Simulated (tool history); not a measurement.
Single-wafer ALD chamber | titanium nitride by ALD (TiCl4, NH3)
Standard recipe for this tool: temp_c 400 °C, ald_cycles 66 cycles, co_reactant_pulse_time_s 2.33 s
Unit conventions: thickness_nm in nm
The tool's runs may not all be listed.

run     day  temp_c  ald_cycles  co_reactant_pulse_time_s  read-back reference wafer on the same gauge, thickness_nm  thickness_nm
  1   0.000     400          59                      2.33                                                      1.351         1.259
  2   1.446     400          59                      2.33                                                      1.350         1.262
  3   3.317     400          59                      2.33                                                      1.350         1.260
  4   5.342     400          74                      2.82                                                      1.350         1.588
  5   8.329     400          66                      1.80                                                      1.348         1.409
  6   9.825     400          66                      2.33                                                      1.349         1.413
  7  11.071     400          66                      2.33                                                      1.347         1.407
  8  13.696     400          66                      2.33                                                      1.348         1.411
  9  15.508     406          66                      2.33                                                      1.346         1.412
 10  18.150     406          66                      2.33                                                      1.345         1.410
 11  20.458     406          66                      2.33                                                      1.344         1.414
 12  22.854     400          66                      2.33                                                      1.345         1.402
 13  25.700     391          66                      1.67                                                      1.342         1.384
 14  28.267     391          66                      1.67                                                      1.341         1.389
 15  30.692     400          66                      2.33                                                      1.341         1.405
 16  33.325     390          66                      2.33                                                      1.341         1.393
 17  34.758     390          66                      2.33                                                      1.339         1.390
 18  37.488     393          58                      2.09                                                      1.338         1.219
 19  40.092     400          62                      1.87                                                      1.336         1.310
 20  41.579     392          66                      2.88                                                      1.337         1.407
 21  44.404     414          66                      2.69                                                      1.336         1.406
 22  45.842     400          66                      2.33                                                      1.334         1.396
 23  47.400     400          66                      2.33                                                      1.334         1.398
 24  49.183     400          66                      1.41                                                      1.331         1.384
 25  51.608     410          66                      2.33                                                      1.330         1.403
 26  53.396     411          59                      2.97                                                      1.330         1.249
 27  54.467     391          79                      3.15                                                      1.329         1.671
 28  56.062     394          76                      2.33                                                      1.326         1.595
 29  58.567     385          55                      3.14                                                      1.350         1.176
 30  61.008     394          54                      1.81                                                      1.350         1.141
 31  62.617     400          66                      2.33                                                      1.351         1.417
 32  64.100     390          66                      3.16                                                      1.350         1.417
 33  66.108     390          55                      3.20                                                      1.351         1.184
 34  68.867     400          66                      2.33                                                      1.352         1.409
 35  71.533     386          62                      2.33                                                      1.351         1.317
 36  73.871     411          74                      2.33                                                      1.351         1.586
 37  75.654     400          66                      2.05                                                      1.350         1.413
 38  78.321     390          66                      3.16                                                      1.350         1.413
 39  80.908     400          66                      2.81                                                      1.350         1.410
 40  82.529     396          70                      2.07                                                      1.349         1.495
 41  85.000     400          71                      2.91                                                      1.348         1.528

Withheld: 3 entries from between the runs. Position of each, and hidden state at the listed run before versus the listed run after:
From run 21 to run 22: showerhead replaced (day 45.000)
  gauge reads high (%): -1.14 -> -1.2
  measured value less the no-hidden-state value, thickness_nm: -0.016 -> -0.017 nm
From run 28 to run 29: gauge calibrated (day 56.117)
  gauge reads high (%): -1.64 -> 0.0853
  measured value less the no-hidden-state value, thickness_nm: -0.027 -> +0.001 nm
From run 31 to run 32: thermocouple changed; heater temperature recalibrated (day 63.179)
  gauge reads high (%): 0.075 -> 0.0689
  measured value less the no-hidden-state value, thickness_nm: +0.001 -> +0.001 nm

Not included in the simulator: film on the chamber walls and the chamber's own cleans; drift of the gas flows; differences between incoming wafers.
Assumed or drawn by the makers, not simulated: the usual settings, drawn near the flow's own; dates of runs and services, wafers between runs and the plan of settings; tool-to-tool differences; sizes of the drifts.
